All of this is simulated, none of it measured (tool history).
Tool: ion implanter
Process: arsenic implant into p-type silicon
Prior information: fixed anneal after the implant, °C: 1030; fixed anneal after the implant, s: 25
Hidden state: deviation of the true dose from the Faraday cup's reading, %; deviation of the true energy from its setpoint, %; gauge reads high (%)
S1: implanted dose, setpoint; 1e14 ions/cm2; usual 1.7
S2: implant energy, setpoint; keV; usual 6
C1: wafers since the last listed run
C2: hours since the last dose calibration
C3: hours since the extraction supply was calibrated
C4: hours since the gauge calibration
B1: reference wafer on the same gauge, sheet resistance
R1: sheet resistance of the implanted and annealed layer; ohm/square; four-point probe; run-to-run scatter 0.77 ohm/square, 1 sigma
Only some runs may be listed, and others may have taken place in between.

Run 1, hour 0: usual settings; C1 0; C2 1386.5; C3 3280.6; C4 137.4; B1 433.88. Result: R1 493.52 ohm/square.
Run 2, hour 15.5: usual settings; C1 329; C2 1402; C3 3296.1; C4 152.9; B1 434. Result: R1 494.07 ohm/square.
Run 3, hour 32.6: usual settings; C1 363; C2 1419.1; C3 3313.2; C4 170; B1 434.02. Result: R1 493.13 ohm/square.
Run 4, hour 45.1: usual settings; C1 266; C2 1431.6; C3 3325.7; C4 182.5; B1 434.04. Result: R1 493.8 ohm/square.
Run 5, hour 56.4: usual settings; C1 240; C2 1442.9; C3 3337; C4 193.8; B1 433.97. Result: R1 494.29 ohm/square.
Run 6, hour 67.3: usual settings; C1 231; C2 1453.8; C3 3347.9; C4 204.7; B1 434. Result: R1 493.84 ohm/square.
At hour 67.3: gauge calibrated.
Run 7, hour 77.5: usual settings; C1 217; C2 1464; C3 3358.1; C4 10.2; B1 434.05. Result: R1 493.44 ohm/square.
Run 8, hour 92.6: usual settings but S1 1.49 1e14 ions/cm2, S2 7 keV; C1 321; C2 1479.1; C3 3373.2; C4 25.3; B1 434.02. Result: R1 543.57 ohm/square.
Run 9, hour 103.2: usual settings but S1 1.52 1e14 ions/cm2, S2 7.5 keV; C1 225; C2 1489.7; C3 3383.8; C4 35.9; B1 434.03. Result: R1 532.11 ohm/square.
At hour 114.7: Faraday cup replaced and dose calibrated.
Run 10, hour 115.2: usual settings but S1 1.9 1e14 ions/cm2, S2 7 keV; C1 85; C2 0.5; C3 3395.8; C4 47.9; B1 433.97. Result: R1 465.59 ohm/square.
Run 11, hour 122: usual settings but S1 1.25 1e14 ions/cm2, S2 7.5 keV; C1 144; C2 7.3; C3 3402.6; C4 54.7; B1 434.04. Result: R1 641.7 ohm/square.
At hour 145.9: extraction supply calibrated.
Run 12, hour 158.1: usual settings but S1 1.44 1e14 ions/cm2, S2 7 keV; C1 598; C2 43.4; C3 12.2; C4 90.8; B1 433.98. Result: R1 578.13 ohm/square.

Run 13 comes next. What will it give?
Run 13, hour 171.8: usual settings but S1 1.55 1e14 ions/cm2, S2 7.5 keV; C1 291; C2 57.1; C3 25.9; C4 104.5; B1 ?. Result: R1 ?.

For run 13 the tool returned B1 433.96, R1 541.56 ohm/square.
Without the tool's hidden state the same run would have given R1 543.68 ohm/square.
